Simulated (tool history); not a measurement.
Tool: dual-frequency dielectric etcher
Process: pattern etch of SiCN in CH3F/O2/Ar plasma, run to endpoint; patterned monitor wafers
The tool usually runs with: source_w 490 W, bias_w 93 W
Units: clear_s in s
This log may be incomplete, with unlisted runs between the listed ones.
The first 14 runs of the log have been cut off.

| run | hour | source_w | bias_w | incoming incoming film thickness, nm | clear_s |
|---|---|---|---|---|---|
| 15 | 811.4 | 530 | 111 | 13.72 | 29.9 |
|  | 883.3 | wet clean of the chamber |
| 16 | 883.8 | 400 | 111 | 13.67 | 32.6 |
| 17 | 970 | 490 | 93 | 13.75 | 31.7 |
| 18 | 1022.2 | 460 | 110 | 13.6 | 31.2 |
| 19 | 1073.9 | 400 | 93 | 13.79 | 33.8 |
| 20 | 1125.6 | 460 | 114 | 13.69 | 31.2 |
| 21 | 1156.9 | 490 | 93 | 13.73 | 31.7 |
| 22 | 1184.9 | 490 | 93 | 13.78 | 32.5 |
| 23 | 1255.6 | 490 | 93 | 13.64 | 31.8 |
| 24 | 1295.4 | 590 | 105 | 13.65 | 29.5 |
|  | 1342.4 | upper electrode replaced |
|  | 1356.8 | wet clean of the chamber |
| 25 | 1357.3 | 450 | 93 | 13.6 | 32.7 |
| 26 | 1362.5 | 540 | 108 | 13.59 | 29.7 |
| 27 | 1417.1 | 440 | 107 | 13.72 | 31.9 |
| 28 | 1471.8 | 540 | 107 | 13.68 | 29.9 |
| 29 | 1530.5 | 490 | 93 | 13.67 | 32 |
| 30 | 1561.4 | 530 | 93 | 13.76 | 31.4 |
| 31 | 1589.9 | 490 | 93 | 13.79 | 32.5 |
| 32 | 1642.4 | 560 | 84 | 13.62 | 31.4 |
| 33 | 1687.3 | 550 | 85 | 13.56 | 31.6 |

Run 34 is up next; what results do you expect?
|  | 1796.6 | wet clean of the chamber |
| 34 | 1867.5 | 530 | 113 | 13.72 | ? |

clear_s: 29.9 s
On a tool with no hidden condition, and with the same random variation, this run would have come out at clear_s 29.9 s.
